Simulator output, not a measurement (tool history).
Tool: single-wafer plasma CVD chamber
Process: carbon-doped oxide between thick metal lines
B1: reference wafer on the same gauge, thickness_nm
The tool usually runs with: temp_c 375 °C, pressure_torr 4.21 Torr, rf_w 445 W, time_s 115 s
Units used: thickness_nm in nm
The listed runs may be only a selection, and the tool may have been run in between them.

{"run": 1, "hour": 0.0, "temp_c": 382, "pressure_torr": 4.21, "rf_w": 410, "time_s": 115, "B1": 500.087, "thickness_nm": 474.506}
{"run": 2, "hour": 8.0, "temp_c": 375, "pressure_torr": 4.21, "rf_w": 445, "time_s": 115, "B1": 499.719, "thickness_nm": 499.541}
{"run": 3, "hour": 25.7, "temp_c": 375, "pressure_torr": 4.21, "rf_w": 445, "time_s": 115, "B1": 499.942, "thickness_nm": 499.362}
{"run": 4, "hour": 34.0, "temp_c": 375, "pressure_torr": 4.21, "rf_w": 445, "time_s": 115, "B1": 499.979, "thickness_nm": 499.059}
{"run": 5, "hour": 51.9, "temp_c": 375, "pressure_torr": 4.21, "rf_w": 445, "time_s": 115, "B1": 499.89, "thickness_nm": 499}
{"run": 6, "hour": 59.6, "temp_c": 375, "pressure_torr": 4.21, "rf_w": 445, "time_s": 115, "B1": 499.957, "thickness_nm": 498.937}
{"run": 7, "hour": 72.0, "temp_c": 381, "pressure_torr": 4.21, "rf_w": 445, "time_s": 115, "B1": 500.299, "thickness_nm": 492.603}
{"hour": 91.3, "done": "showerhead replaced"}
{"run": 8, "hour": 91.8, "temp_c": 381, "pressure_torr": 4.21, "rf_w": 475, "time_s": 115, "B1": 500.114, "thickness_nm": 510.233}
{"run": 9, "hour": 103.1, "temp_c": 381, "pressure_torr": 4.21, "rf_w": 475, "time_s": 115, "B1": 500.103, "thickness_nm": 509.049}
{"run": 10, "hour": 109.2, "temp_c": 361, "pressure_torr": 4.55, "rf_w": 445, "time_s": 115, "B1": 500.023, "thickness_nm": 514.649}
{"run": 11, "hour": 116.6, "temp_c": 381, "pressure_torr": 4.21, "rf_w": 445, "time_s": 115, "B1": 499.895, "thickness_nm": 493.909}
{"hour": 130.2, "done": "capacitance manometer re-zeroed and calibrated"}
{"hour": 130.3, "done": "gauge calibrated"}
{"run": 12, "hour": 132.7, "temp_c": 367, "pressure_torr": 3.67, "rf_w": 530, "time_s": 106, "B1": 499.719, "thickness_nm": 499.027}
{"run": 13, "hour": 145.2, "temp_c": 375, "pressure_torr": 4.21, "rf_w": 395, "time_s": 115, "B1": 500.005, "thickness_nm": 469.052}
{"hour": 153.8, "done": "thermocouple changed; heater temperature recalibrated"}
{"run": 14, "hour": 155.8, "temp_c": 375, "pressure_torr": 4.95, "rf_w": 445, "time_s": 115, "B1": 500.205, "thickness_nm": 508.647}
{"hour": 164.8, "done": "RF generator calibrated"}
{"run": 15, "hour": 170.7, "temp_c": 375, "pressure_torr": 5.21, "rf_w": 395, "time_s": 115, "B1": 499.911, "thickness_nm": 499.711}
{"run": 16, "hour": 185.2, "temp_c": 375, "pressure_torr": 4.21, "rf_w": 385, "time_s": 94, "B1": 500.112, "thickness_nm": 393.624}
{"run": 17, "hour": 200.5, "temp_c": 375, "pressure_torr": 4.21, "rf_w": 500, "time_s": 115, "B1": 499.782, "thickness_nm": 543.547}
{"run": 18, "hour": 211.6, "temp_c": 375, "pressure_torr": 4.21, "rf_w": 445, "time_s": 115, "B1": 500.139, "thickness_nm": 514.792}

4 options for the next run, each taken on its own from the tool as it stands now. Forecast them:
{"run": "A", "hour": 212.0, "temp_c": 375, "pressure_torr": 3.32, "rf_w": 445, "time_s": 115, "B1": "?", "thickness_nm": "?"}
{"run": "B", "hour": 212.0, "temp_c": 386, "pressure_torr": 4.92, "rf_w": 490, "time_s": 101, "B1": "?", "thickness_nm": "?"}
{"run": "C", "hour": 212.0, "temp_c": 381, "pressure_torr": 4.21, "rf_w": 490, "time_s": 126, "B1": "?", "thickness_nm": "?"}
{"run": "D", "hour": 212.0, "temp_c": 389, "pressure_torr": 3.81, "rf_w": 445, "time_s": 135, "B1": "?", "thickness_nm": "?"}

run=A B1=499.975 thickness_nm=501.178
run=B B1=499.975 thickness_nm=473.72
run=C B1=499.975 thickness_nm=583.268
run=D B1=499.975 thickness_nm=582.841
With no hidden state in the tool, these same runs would have given:
run=A thickness_nm=502.926
run=B thickness_nm=475.143
run=C thickness_nm=585.02
run=D thickness_nm=584.874

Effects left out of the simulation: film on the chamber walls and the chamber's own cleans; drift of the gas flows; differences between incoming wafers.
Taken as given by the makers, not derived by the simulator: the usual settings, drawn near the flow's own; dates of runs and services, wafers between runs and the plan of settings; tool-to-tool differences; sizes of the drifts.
